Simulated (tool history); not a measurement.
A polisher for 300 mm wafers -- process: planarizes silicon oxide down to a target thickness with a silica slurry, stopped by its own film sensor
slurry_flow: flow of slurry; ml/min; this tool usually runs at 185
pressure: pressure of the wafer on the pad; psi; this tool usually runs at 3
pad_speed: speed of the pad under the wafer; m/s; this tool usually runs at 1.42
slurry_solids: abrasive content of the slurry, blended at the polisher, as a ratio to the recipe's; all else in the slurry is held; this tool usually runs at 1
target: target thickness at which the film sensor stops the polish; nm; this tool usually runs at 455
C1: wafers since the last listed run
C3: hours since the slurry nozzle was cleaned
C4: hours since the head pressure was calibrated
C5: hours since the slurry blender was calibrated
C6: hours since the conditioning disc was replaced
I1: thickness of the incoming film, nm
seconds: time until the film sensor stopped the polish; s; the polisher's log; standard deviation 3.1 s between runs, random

{"run": 1, "hour": 0.0, "slurry_flow": 150, "pressure": 3, "pad_speed": 1.42, "slurry_solids": 1, "target": 455, "C1": 0, "wafers polished on this pad": 68, "C3": 242.4, "C4": 96.4, "C5": 155.3, "C6": 171, "I1": 849.6, "seconds": 165.1}
{"run": 2, "hour": 67.5, "slurry_flow": 150, "pressure": 3, "pad_speed": 1.42, "slurry_solids": 1, "target": 455, "C1": 476, "wafers polished on this pad": 544, "C3": 309.9, "C4": 163.9, "C5": 222.8, "C6": 238.5, "I1": 861.7, "seconds": 164.4}
{"run": 3, "hour": 130.7, "slurry_flow": 185, "pressure": 3, "pad_speed": 1.74, "slurry_solids": 1, "target": 455, "C1": 446, "wafers polished on this pad": 990, "C3": 373.1, "C4": 227.1, "C5": 286, "C6": 301.7, "I1": 851.2, "seconds": 132.3}
{"run": 4, "hour": 200.7, "slurry_flow": 185, "pressure": 3, "pad_speed": 1.74, "slurry_solids": 1, "target": 455, "C1": 494, "wafers polished on this pad": 1485, "C3": 443.1, "C4": 297.1, "C5": 356, "C6": 371.7, "I1": 852.5, "seconds": 138.9}
{"hour": 207.4, "done": "slurry nozzle cleaned"}
{"hour": 247.8, "done": "slurry blender recalibrated"}
{"run": 5, "hour": 271.9, "slurry_flow": 185, "pressure": 3, "pad_speed": 1.42, "slurry_solids": 1, "target": 455, "C1": 481, "wafers polished on this pad": 1966, "C3": 64.5, "C4": 368.3, "C5": 24.1, "C6": 442.9, "I1": 860.6, "seconds": 171.6}
{"run": 6, "hour": 316.5, "slurry_flow": 185, "pressure": 3, "pad_speed": 1.42, "slurry_solids": 1, "target": 455, "C1": 314, "wafers polished on this pad": 2281, "C3": 109.1, "C4": 412.9, "C5": 68.7, "C6": 487.5, "I1": 848.4, "seconds": 166}
{"hour": 392.0, "done": "worn pad replaced by a new one"}
{"hour": 398.7, "done": "conditioning disc replaced and pad reconditioned"}
{"run": 7, "hour": 411.2, "slurry_flow": 185, "pressure": 3, "pad_speed": 1.72, "slurry_solids": 1, "target": 455, "C1": 626, "wafers polished on this pad": 121, "C3": 203.8, "C4": 507.6, "C5": 163.4, "C6": 12.5, "I1": 849.8, "seconds": 129.6}
{"run": 8, "hour": 485.9, "slurry_flow": 185, "pressure": 3, "pad_speed": 1.42, "slurry_solids": 1, "target": 455, "C1": 527, "wafers polished on this pad": 648, "C3": 278.5, "C4": 582.3, "C5": 238.1, "C6": 87.2, "I1": 855.5, "seconds": 161.3}
{"run": 9, "hour": 585.4, "slurry_flow": 185, "pressure": 2.7, "pad_speed": 1.42, "slurry_solids": 1, "target": 455, "C1": 702, "wafers polished on this pad": 1350, "C3": 378, "C4": 681.8, "C5": 337.6, "C6": 186.7, "I1": 852.9, "seconds": 182.9}
{"run": 10, "hour": 631.6, "slurry_flow": 215, "pressure": 3, "pad_speed": 1.64, "slurry_solids": 1, "target": 532, "C1": 326, "wafers polished on this pad": 1677, "C3": 424.2, "C4": 728, "C5": 383.8, "C6": 232.9, "I1": 843.2, "seconds": 108.2}
{"hour": 694.7, "done": "slurry nozzle cleaned"}
{"run": 11, "hour": 716.9, "slurry_flow": 245, "pressure": 3, "pad_speed": 1.42, "slurry_solids": 1, "target": 455, "C1": 595, "wafers polished on this pad": 2272, "C3": 22.2, "C4": 813.3, "C5": 469.1, "C6": 318.2, "I1": 846.6, "seconds": 162.6}
{"hour": 746.4, "done": "slurry blender recalibrated"}
{"hour": 753.0, "done": "head pressure recalibrated"}
{"run": 12, "hour": 771.3, "slurry_flow": 185, "pressure": 2.3, "pad_speed": 1.42, "slurry_solids": 1, "target": 455, "C1": 355, "wafers polished on this pad": 2627, "C3": 76.6, "C4": 18.3, "C5": 24.9, "C6": 372.6, "I1": 830.8, "seconds": 209.3}
{"hour": 794.8, "done": "worn pad replaced by a new one"}
{"run": 13, "hour": 817.8, "slurry_flow": 125, "pressure": 3.7, "pad_speed": 1.42, "slurry_solids": 0.9, "target": 455, "C1": 300, "wafers polished on this pad": 162, "C3": 123.1, "C4": 64.8, "C5": 71.4, "C6": 419.1, "I1": 848, "seconds": 141.1}
{"run": 14, "hour": 893.8, "slurry_flow": 185, "pressure": 2.5, "pad_speed": 1.42, "slurry_solids": 1, "target": 455, "C1": 536, "wafers polished on this pad": 698, "C3": 199.1, "C4": 140.8, "C5": 147.4, "C6": 495.1, "I1": 867.8, "seconds": 199.9}
{"run": 15, "hour": 942.9, "slurry_flow": 185, "pressure": 3, "pad_speed": 1.42, "slurry_solids": 1, "target": 455, "C1": 346, "wafers polished on this pad": 1045, "C3": 248.2, "C4": 189.9, "C5": 196.5, "C6": 544.2, "I1": 847, "seconds": 163.5}
{"run": 16, "hour": 1003.1, "slurry_flow": 205, "pressure": 3.6, "pad_speed": 1.42, "slurry_solids": 1, "target": 388, "C1": 424, "wafers polished on this pad": 1470, "C3": 308.4, "C4": 250.1, "C5": 256.7, "C6": 604.4, "I1": 845.4, "seconds": 153.4}
{"hour": 1007.5, "done": "conditioning disc replaced and pad reconditioned"}
{"run": 17, "hour": 1080.5, "slurry_flow": 185, "pressure": 3.6, "pad_speed": 1.42, "slurry_solids": 1.15, "target": 455, "C1": 532, "wafers polished on this pad": 2002, "C3": 385.8, "C4": 327.5, "C5": 334.1, "C6": 73, "I1": 851.3, "seconds": 130.3}
{"hour": 1118.8, "done": "slurry nozzle cleaned"}
{"hour": 1185.6, "done": "slurry blender recalibrated"}
{"run": 18, "hour": 1187.3, "slurry_flow": 220, "pressure": 3, "pad_speed": 1.7, "slurry_solids": 0.85, "target": 347, "C1": 732, "wafers polished on this pad": 2735, "C3": 68.5, "C4": 434.3, "C5": 1.7, "C6": 179.8, "I1": 859.4, "seconds": 206.3}
{"run": 19, "hour": 1249.5, "slurry_flow": 185, "pressure": 3, "pad_speed": 1.42, "slurry_solids": 1, "target": 455, "C1": 439, "wafers polished on this pad": 3174, "C3": 130.7, "C4": 496.5, "C5": 63.9, "C6": 242, "I1": 858.1, "seconds": 182.5}
{"run": 20, "hour": 1287.5, "slurry_flow": 170, "pressure": 3, "pad_speed": 1.8, "slurry_solids": 1, "target": 515, "C1": 268, "wafers polished on this pad": 3442, "C3": 168.7, "C4": 534.5, "C5": 101.9, "C6": 280, "I1": 850.4, "seconds": 131.5}
{"hour": 1320.8, "done": "worn pad replaced by a new one"}
{"run": 21, "hour": 1345.3, "slurry_flow": 185, "pressure": 2.3, "pad_speed": 1.42, "slurry_solids": 1, "target": 331, "C1": 379, "wafers polished on this pad": 172, "C3": 226.5, "C4": 592.3, "C5": 159.7, "C6": 337.8, "I1": 865.9, "seconds": 288.4}
{"run": 22, "hour": 1439.6, "slurry_flow": 185, "pressure": 3.6, "pad_speed": 0.96, "slurry_solids": 1, "target": 455, "C1": 665, "wafers polished on this pad": 838, "C3": 320.8, "C4": 686.6, "C5": 254, "C6": 432.1, "I1": 842.3, "seconds": 171.4}
{"hour": 1503.2, "done": "conditioning disc replaced and pad reconditioned"}
{"hour": 1541.6, "done": "slurry nozzle cleaned"}
{"run": 23, "hour": 1605.0, "slurry_flow": 185, "pressure": 3, "pad_speed": 1.42, "slurry_solids": 1, "target": 455, "C1": 1146, "wafers polished on this pad": 1984, "C3": 63.4, "C4": 852, "C5": 419.4, "C6": 101.8, "I1": 856.5, "seconds": 169}
{"hour": 1648.1, "done": "slurry blender recalibrated"}
{"hour": 1650.6, "done": "head pressure recalibrated"}
{"run": 24, "hour": 1655.2, "slurry_flow": 185, "pressure": 3, "pad_speed": 1.42, "slurry_solids": 1, "target": 455, "C1": 326, "wafers polished on this pad": 2311, "C3": 113.6, "C4": 4.6, "C5": 7.1, "C6": 152, "I1": 857.6, "seconds": 167.6}
{"run": 25, "hour": 1735.4, "slurry_flow": 145, "pressure": 3, "pad_speed": 1.74, "slurry_solids": 1.25, "target": 411, "C1": 566, "wafers polished on this pad": 2877, "C3": 193.8, "C4": 84.8, "C5": 87.3, "C6": 232.2, "I1": 856.3, "seconds": 161.6}
{"run": 26, "hour": 1784.5, "slurry_flow": 120, "pressure": 2.3, "pad_speed": 1.88, "slurry_solids": 1.2, "target": 455, "C1": 346, "wafers polished on this pad": 3223, "C3": 242.9, "C4": 133.9, "C5": 136.4, "C6": 281.3, "I1": 853.8, "seconds": 189.6}

Run-by-run hidden state of the tool:
slurry flow missing at the pad, %: 0 in every run
deviation of the head's pressure from its setpoint, %: 0 in every run
abrasive missing from the slurry, %: 0 in every run
time polished since the conditioner stopped cutting, s: 0 in every run
H1: removal rate lost through wear of the pad, %
run=1 H1=0.8
run=2 H1=1.19
run=3 H1=2.1
run=4 H1=3.73
run=5 H1=6.06
run=6 H1=7.86
run=7 H1=0.881
run=8 H1=1.44
run=9 H1=3.34
run=10 H1=4.67
run=11 H1=7.86
run=12 H1=10.4
run=13 H1=1.14
run=14 H1=1.75
run=15 H1=2.56
run=16 H1=3.98
run=17 H1=6.52
run=18 H1=11.3
run=19 H1=14.8
run=20 H1=17.2
run=21 H1=2.4
run=22 H1=3.3
run=23 H1=7.73
run=24 H1=9.79
run=25 H1=13.8
run=26 H1=16.6
